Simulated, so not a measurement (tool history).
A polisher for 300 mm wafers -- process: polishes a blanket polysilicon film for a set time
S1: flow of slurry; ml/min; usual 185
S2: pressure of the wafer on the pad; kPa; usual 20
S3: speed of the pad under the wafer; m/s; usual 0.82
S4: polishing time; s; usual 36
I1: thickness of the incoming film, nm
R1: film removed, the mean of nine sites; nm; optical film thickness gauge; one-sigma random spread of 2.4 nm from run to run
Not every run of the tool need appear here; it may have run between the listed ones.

{"run": 1, "hour": 0.0, "S1": 185, "S2": 20, "S3": 0.82, "S4": 36, "I1": 1840.4, "R1": 281.9}
{"run": 2, "hour": 54.7, "S1": 185, "S2": 20, "S3": 0.82, "S4": 36, "I1": 1810.5, "R1": 281.3}
{"hour": 67.8, "done": "worn pad replaced by a new one"}
{"run": 3, "hour": 139.5, "S1": 185, "S2": 20, "S3": 0.82, "S4": 36, "I1": 1808.1, "R1": 294.8}
{"run": 4, "hour": 199.4, "S1": 185, "S2": 14.5, "S3": 0.88, "S4": 36, "I1": 1808.2, "R1": 222.7}
{"run": 5, "hour": 262.6, "S1": 185, "S2": 14.5, "S3": 0.88, "S4": 36, "I1": 1821.5, "R1": 223.7}
{"hour": 300.8, "done": "worn pad replaced by a new one"}
{"hour": 359.0, "done": "slurry nozzle cleaned"}
{"hour": 381.0, "done": "head pressure recalibrated"}
{"run": 6, "hour": 511.1, "S1": 185, "S2": 14.5, "S3": 0.88, "S4": 36, "I1": 1844.9, "R1": 213.9}
{"hour": 543.3, "done": "worn pad replaced by a new one"}
{"run": 7, "hour": 606.2, "S1": 150, "S2": 20, "S3": 0.68, "S4": 36, "I1": 1817.6, "R1": 253.6}

Run 8 has not been measured yet. What should we expect?
{"run": 8, "hour": 659.8, "S1": 215, "S2": 20, "S3": 0.82, "S4": 41, "I1": 1829.6, "R1": "?"}

R1: 342.1 nm
On a tool with no hidden condition, and with the same random variation, this run would have come out at R1 338.9 nm.
